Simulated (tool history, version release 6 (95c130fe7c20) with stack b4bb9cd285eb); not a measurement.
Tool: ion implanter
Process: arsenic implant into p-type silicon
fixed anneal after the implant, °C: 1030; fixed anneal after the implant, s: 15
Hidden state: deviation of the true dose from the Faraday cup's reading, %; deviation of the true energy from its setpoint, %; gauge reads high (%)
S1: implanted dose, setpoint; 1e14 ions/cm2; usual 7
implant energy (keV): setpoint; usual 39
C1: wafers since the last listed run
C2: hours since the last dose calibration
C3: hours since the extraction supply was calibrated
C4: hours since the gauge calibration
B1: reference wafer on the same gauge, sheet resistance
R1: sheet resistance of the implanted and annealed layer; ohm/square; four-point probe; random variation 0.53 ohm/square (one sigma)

{"run": 1, "hour": 0.0, "S1": 7, "implant energy (keV)": 35, "C1": 0, "C2": 1290.6, "C3": 2801, "C4": 430.5, "B1": 130.07, "R1": 138.48}
{"run": 2, "hour": 27.9, "S1": 7, "implant energy (keV)": 35, "C1": 418, "C2": 1318.5, "C3": 2828.9, "C4": 458.4, "B1": 130.34, "R1": 138.69}
{"run": 3, "hour": 85.2, "S1": 7, "implant energy (keV)": 39, "C1": 859, "C2": 1375.8, "C3": 2886.2, "C4": 515.7, "B1": 130.16, "R1": 135.96}
{"run": 4, "hour": 141.1, "S1": 7, "implant energy (keV)": 39, "C1": 838, "C2": 1431.7, "C3": 2942.1, "C4": 571.6, "B1": 129.9, "R1": 135.2}
{"run": 5, "hour": 202.2, "S1": 7, "implant energy (keV)": 39, "C1": 916, "C2": 1492.8, "C3": 3003.2, "C4": 632.7, "B1": 129.99, "R1": 135.36}
{"run": 6, "hour": 250.1, "S1": 7, "implant energy (keV)": 39, "C1": 718, "C2": 1540.7, "C3": 3051.1, "C4": 680.6, "B1": 130.16, "R1": 135.74}
{"run": 7, "hour": 284.8, "S1": 7, "implant energy (keV)": 39, "C1": 520, "C2": 1575.4, "C3": 3085.8, "C4": 715.3, "B1": 130.12, "R1": 135.58}
{"run": 8, "hour": 320.5, "S1": 7, "implant energy (keV)": 39, "C1": 535, "C2": 1611.1, "C3": 3121.5, "C4": 751, "B1": 129.83, "R1": 134.61}
{"run": 9, "hour": 385.4, "S1": 5.94, "implant energy (keV)": 39, "C1": 973, "C2": 1676, "C3": 3186.4, "C4": 815.9, "B1": 129.84, "R1": 153.23}

Forecast run 10:
{"run": 10, "hour": 423.6, "S1": 7, "implant energy (keV)": 39, "C1": 573, "C2": 1714.2, "C3": 3224.6, "C4": 854.1, "B1": "?", "R1": "?"}

{"run 10": {"B1": 129.93, "R1": 135.52}}
Without the tool's hidden state the same run would have given R1 140.19 ohm/square.
